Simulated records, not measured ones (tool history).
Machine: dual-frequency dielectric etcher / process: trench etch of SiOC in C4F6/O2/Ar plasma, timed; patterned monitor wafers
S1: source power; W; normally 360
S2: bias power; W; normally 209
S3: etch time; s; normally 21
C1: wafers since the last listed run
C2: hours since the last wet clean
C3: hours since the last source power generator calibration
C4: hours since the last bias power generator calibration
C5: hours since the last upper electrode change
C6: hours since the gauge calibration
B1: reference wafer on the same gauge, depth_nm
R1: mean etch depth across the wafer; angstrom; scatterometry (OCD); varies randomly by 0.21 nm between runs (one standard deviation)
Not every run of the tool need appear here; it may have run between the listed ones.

{"run": 1, "hour": 0.0, "S1": 360, "S2": 209, "S3": 21, "C1": 0, "C2": 239.1, "C3": 3383.6, "C4": 2050.7, "C5": 3859.5, "C6": 162, "B1": 45.28, "R1": 463.2}
{"run": 2, "hour": 23.3, "S1": 360, "S2": 209, "S3": 21, "C1": 300, "C2": 262.4, "C3": 3406.9, "C4": 2074, "C5": 3882.8, "C6": 185.3, "B1": 45.18, "R1": 463.5}
{"run": 3, "hour": 58.0, "S1": 360, "S2": 209, "S3": 21, "C1": 448, "C2": 297.1, "C3": 3441.6, "C4": 2108.7, "C5": 3917.5, "C6": 220, "B1": 45.2, "R1": 465.9}
{"run": 4, "hour": 89.8, "S1": 360, "S2": 209, "S3": 21, "C1": 410, "C2": 328.9, "C3": 3473.4, "C4": 2140.5, "C5": 3949.3, "C6": 251.8, "B1": 45.19, "R1": 460.1}
{"run": 5, "hour": 105.8, "S1": 360, "S2": 209, "S3": 21, "C1": 206, "C2": 344.9, "C3": 3489.4, "C4": 2156.5, "C5": 3965.3, "C6": 267.8, "B1": 45.31, "R1": 463.9}
{"run": 6, "hour": 133.5, "S1": 360, "S2": 209, "S3": 21, "C1": 357, "C2": 372.6, "C3": 3517.1, "C4": 2184.2, "C5": 3993, "C6": 295.5, "B1": 45.24, "R1": 463}
{"run": 7, "hour": 148.5, "S1": 360, "S2": 184, "S3": 21, "C1": 193, "C2": 387.6, "C3": 3532.1, "C4": 2199.2, "C5": 4008, "C6": 310.5, "B1": 45.22, "R1": 443.3}
{"hour": 184.1, "done": "gauge calibrated"}
{"run": 8, "hour": 184.2, "S1": 360, "S2": 184, "S3": 21, "C1": 461, "C2": 423.3, "C3": 3567.8, "C4": 2234.9, "C5": 4043.7, "C6": 0.1, "B1": 45.31, "R1": 443.4}
{"run": 9, "hour": 197.1, "S1": 400, "S2": 209, "S3": 21, "C1": 166, "C2": 436.2, "C3": 3580.7, "C4": 2247.8, "C5": 4056.6, "C6": 13, "B1": 45.24, "R1": 477.2}
{"run": 10, "hour": 211.3, "S1": 360, "S2": 209, "S3": 21, "C1": 183, "C2": 450.4, "C3": 3594.9, "C4": 2262, "C5": 4070.8, "C6": 27.2, "B1": 45.21, "R1": 463.8}
{"run": 11, "hour": 230.8, "S1": 360, "S2": 209, "S3": 21, "C1": 251, "C2": 469.9, "C3": 3614.4, "C4": 2281.5, "C5": 4090.3, "C6": 46.7, "B1": 45.18, "R1": 466.3}
{"run": 12, "hour": 247.7, "S1": 360, "S2": 209, "S3": 21, "C1": 218, "C2": 486.8, "C3": 3631.3, "C4": 2298.4, "C5": 4107.2, "C6": 63.6, "B1": 45.23, "R1": 464.3}
{"run": 13, "hour": 272.0, "S1": 360, "S2": 209, "S3": 21, "C1": 313, "C2": 511.1, "C3": 3655.6, "C4": 2322.7, "C5": 4131.5, "C6": 87.9, "B1": 45.21, "R1": 467.9}
{"run": 14, "hour": 289.7, "S1": 360, "S2": 209, "S3": 21, "C1": 228, "C2": 528.8, "C3": 3673.3, "C4": 2340.4, "C5": 4149.2, "C6": 105.6, "B1": 45.11, "R1": 462.9}
{"hour": 317.4, "done": "wet clean of the chamber"}
{"run": 15, "hour": 317.9, "S1": 360, "S2": 209, "S3": 21, "C1": 54, "C2": 0.5, "C3": 3701.5, "C4": 2368.6, "C5": 4177.4, "C6": 133.8, "B1": 45.16, "R1": 464.5}
{"run": 16, "hour": 341.5, "S1": 290, "S2": 209, "S3": 23.5, "C1": 304, "C2": 24.1, "C3": 3725.1, "C4": 2392.2, "C5": 4201, "C6": 157.4, "B1": 45.14, "R1": 486}
{"run": 17, "hour": 358.1, "S1": 360, "S2": 209, "S3": 15.5, "C1": 214, "C2": 40.7, "C3": 3741.7, "C4": 2408.8, "C5": 4217.6, "C6": 174, "B1": 45.24, "R1": 345}
{"hour": 387.6, "done": "source power generator calibrated"}
{"run": 18, "hour": 389.1, "S1": 360, "S2": 209, "S3": 24.5, "C1": 348, "C2": 71.7, "C3": 1.5, "C4": 2439.8, "C5": 4248.6, "C6": 205, "B1": 45.16, "R1": 537.5}
{"hour": 396.7, "done": "bias power generator calibrated"}
{"hour": 431.9, "done": "upper electrode replaced"}
{"run": 19, "hour": 432.4, "S1": 440, "S2": 209, "S3": 21, "C1": 197, "C2": 115, "C3": 44.8, "C4": 35.7, "C5": 0.5, "C6": 248.3, "B1": 45.15, "R1": 497.2}
{"run": 20, "hour": 449.8, "S1": 290, "S2": 188, "S3": 24, "C1": 224, "C2": 132.4, "C3": 62.2, "C4": 53.1, "C5": 17.9, "C6": 265.7, "B1": 45.25, "R1": 475.5}
{"run": 21, "hour": 462.8, "S1": 400, "S2": 252, "S3": 16.5, "C1": 167, "C2": 145.4, "C3": 75.2, "C4": 66.1, "C5": 30.9, "C6": 278.7, "B1": 45.16, "R1": 403.3}
{"run": 22, "hour": 482.9, "S1": 320, "S2": 209, "S3": 21, "C1": 259, "C2": 165.5, "C3": 95.3, "C4": 86.2, "C5": 51, "C6": 298.8, "B1": 45.19, "R1": 447}
{"run": 23, "hour": 498.5, "S1": 360, "S2": 209, "S3": 23.5, "C1": 201, "C2": 181.1, "C3": 110.9, "C4": 101.8, "C5": 66.6, "C6": 314.4, "B1": 45.24, "R1": 520.8}
{"run": 24, "hour": 523.5, "S1": 360, "S2": 209, "S3": 21, "C1": 322, "C2": 206.1, "C3": 135.9, "C4": 126.8, "C5": 91.6, "C6": 339.4, "B1": 45.21, "R1": 465.4}
{"hour": 525.6, "done": "gauge calibrated"}
{"run": 25, "hour": 558.3, "S1": 360, "S2": 209, "S3": 26, "C1": 449, "C2": 240.9, "C3": 170.7, "C4": 161.6, "C5": 126.4, "C6": 32.7, "B1": 45.15, "R1": 572.4}
{"run": 26, "hour": 601.8, "S1": 360, "S2": 209, "S3": 21, "C1": 561, "C2": 284.4, "C3": 214.2, "C4": 205.1, "C5": 169.9, "C6": 76.2, "B1": 45.23, "R1": 469.4}
{"run": 27, "hour": 637.7, "S1": 360, "S2": 159, "S3": 21, "C1": 463, "C2": 320.3, "C3": 250.1, "C4": 241, "C5": 205.8, "C6": 112.1, "B1": 45.26, "R1": 430.4}
{"run": 28, "hour": 653.7, "S1": 430, "S2": 182, "S3": 21, "C1": 206, "C2": 336.3, "C3": 266.1, "C4": 257, "C5": 221.8, "C6": 128.1, "B1": 45.24, "R1": 470}
{"run": 29, "hour": 666.2, "S1": 360, "S2": 209, "S3": 21, "C1": 161, "C2": 348.8, "C3": 278.6, "C4": 269.5, "C5": 234.3, "C6": 140.6, "B1": 45.09, "R1": 463.2}
{"run": 30, "hour": 689.7, "S1": 290, "S2": 209, "S3": 21, "C1": 303, "C2": 372.3, "C3": 302.1, "C4": 293, "C5": 257.8, "C6": 164.1, "B1": 45.18, "R1": 433.4}

For each entry between runs, how does the tool's hidden state at the last listed run before it compare with that at the first listed run after it?
From run 7 to run 8: gauge calibrated (hour 184.1)
  both runs share identical hidden conditions
From run 14 to run 15: wet clean of the chamber (hour 317.4)
  both runs share identical hidden conditions
From run 17 to run 18: source power generator calibrated (hour 387.6)
  both runs share identical hidden conditions
From run 18 to run 19: bias power generator calibrated (hour 396.7); upper electrode replaced (hour 431.9)
  both runs share identical hidden conditions
From run 24 to run 25: gauge calibrated (hour 525.6)
  both runs share identical hidden conditions

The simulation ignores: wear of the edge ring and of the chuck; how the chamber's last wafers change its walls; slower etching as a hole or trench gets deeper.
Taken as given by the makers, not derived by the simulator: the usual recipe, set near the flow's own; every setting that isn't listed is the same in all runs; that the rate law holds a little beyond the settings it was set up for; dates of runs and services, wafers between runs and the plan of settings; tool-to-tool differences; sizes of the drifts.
